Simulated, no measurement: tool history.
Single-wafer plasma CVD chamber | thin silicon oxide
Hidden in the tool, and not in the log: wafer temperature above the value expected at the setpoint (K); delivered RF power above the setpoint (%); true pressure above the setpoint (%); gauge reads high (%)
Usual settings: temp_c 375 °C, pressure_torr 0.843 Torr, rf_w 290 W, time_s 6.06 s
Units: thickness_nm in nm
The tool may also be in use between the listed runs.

| run | hour | temp_c | pressure_torr | rf_w | time_s | wafers since the last listed run | hours since the last thermocouple change | hours since the last RF generator calibration | hours since the last manometer calibration | hours since the showerhead was replaced | hours since the gauge calibration | read-back reference wafer on the same gauge, thickness_nm | thickness_nm |
|---|---|---|---|---|---|---|---|---|---|---|---|---|---|
| 1 | 0.0 | 375 | 0.843 | 290 | 6.06 | 0 | 1387.7 | 572.0 | 1026.2 | 4619.6 | 618.7 | 10.298 | 11.337 |
| 2 | 53.5 | 375 | 0.843 | 290 | 6.06 | 1315 | 1441.2 | 625.5 | 1079.7 | 4673.1 | 672.2 | 10.299 | 11.360 |
| 3 | 80.9 | 375 | 0.843 | 290 | 6.06 | 673 | 1468.6 | 652.9 | 1107.1 | 4700.5 | 699.6 | 10.297 | 11.289 |
| 4 | 150.5 | 375 | 0.843 | 290 | 6.06 | 1711 | 1538.2 | 722.5 | 1176.7 | 4770.1 | 769.2 | 10.298 | 11.267 |
| 5 | 179.2 | 375 | 0.843 | 290 | 6.06 | 705 | 1566.9 | 751.2 | 1205.4 | 4798.8 | 797.9 | 10.299 | 11.272 |
| 6 | 208.7 | 375 | 0.843 | 305 | 6.06 | 725 | 1596.4 | 780.7 | 1234.9 | 4828.3 | 827.4 | 10.301 | 11.459 |
| 7 | 234.9 | 375 | 0.843 | 305 | 6.06 | 644 | 1622.6 | 806.9 | 1261.1 | 4854.5 | 853.6 | 10.296 | 11.403 |
| 8 | 262.8 | 375 | 0.843 | 290 | 6.06 | 685 | 1650.5 | 834.8 | 1289.0 | 4882.4 | 881.5 | 10.300 | 11.288 |
| 9 | 297.3 | 375 | 0.843 | 290 | 6.06 | 848 | 1685.0 | 869.3 | 1323.5 | 4916.9 | 916.0 | 10.304 | 11.304 |
| 10 | 329.4 | 375 | 0.843 | 290 | 6.06 | 789 | 1717.1 | 901.4 | 1355.6 | 4949.0 | 948.1 | 10.294 | 11.368 |
| 11 | 393.3 | 375 | 0.843 | 320 | 6.06 | 1570 | 1781.0 | 965.3 | 1419.5 | 5012.9 | 1012.0 | 10.301 | 11.559 |
|  | 480.1 | capacitance manometer re-zeroed and calibrated |
|  | 602.9 | thermocouple changed; heater temperature recalibrated |
| 12 | 604.2 | 375 | 0.843 | 330 | 6.06 | 4791 | 1.3 | 1176.2 | 124.1 | 5223.8 | 1222.9 | 10.298 | 11.707 |
|  | 631.4 | gauge calibrated |
| 13 | 645.9 | 375 | 0.843 | 330 | 6.06 | 1025 | 43.0 | 1217.9 | 165.8 | 5265.5 | 14.5 | 10.299 | 11.686 |
| 14 | 754.5 | 375 | 0.843 | 330 | 6.06 | 2669 | 151.6 | 1326.5 | 274.4 | 5374.1 | 123.1 | 10.301 | 11.646 |
|  | 784.1 | RF generator calibrated |
| 15 | 806.4 | 375 | 0.958 | 270 | 6.06 | 1079 | 203.5 | 22.3 | 326.3 | 5426.0 | 175.0 | 10.297 | 12.661 |
| 16 | 865.9 | 375 | 0.675 | 240 | 5.24 | 1462 | 263.0 | 81.8 | 385.8 | 5485.5 | 234.5 | 10.307 | 7.341 |
| 17 | 912.1 | 379 | 0.958 | 290 | 6.47 | 1135 | 309.2 | 128.0 | 432.0 | 5531.7 | 280.7 | 10.299 | 13.713 |
|  | 965.5 | showerhead replaced |
| 18 | 966.0 | 375 | 0.843 | 290 | 6.06 | 1128 | 363.1 | 181.9 | 485.9 | 0.5 | 334.6 | 10.303 | 11.402 |
| 19 | 1018.5 | 375 | 0.843 | 290 | 6.06 | 1290 | 415.6 | 234.4 | 538.4 | 53.0 | 387.1 | 10.295 | 11.342 |
| 20 | 1070.6 | 375 | 0.705 | 315 | 6.06 | 1280 | 467.7 | 286.5 | 590.5 | 105.1 | 439.2 | 10.298 | 9.513 |
| 21 | 1111.5 | 367 | 0.703 | 290 | 6.06 | 1005 | 508.6 | 327.4 | 631.4 | 146.0 | 480.1 | 10.305 | 9.367 |
| 22 | 1147.5 | 375 | 0.642 | 290 | 6.06 | 885 | 544.6 | 363.4 | 667.4 | 182.0 | 516.1 | 10.302 | 8.267 |
| 23 | 1209.1 | 375 | 0.843 | 290 | 6.06 | 1514 | 606.2 | 425.0 | 729.0 | 243.6 | 577.7 | 10.300 | 11.344 |

The next listed run, before its measurement:
| 24 | 1252.6 | 375 | 0.945 | 305 | 6.06 | 1069 | 649.7 | 468.5 | 772.5 | 287.1 | 621.2 | ? | ? |

{"run 24": {"read-back reference wafer on the same gauge, thickness_nm": 10.301, "thickness_nm": 12.785}}
Without the tool's hidden state the same run would have given thickness_nm 13.009 nm.
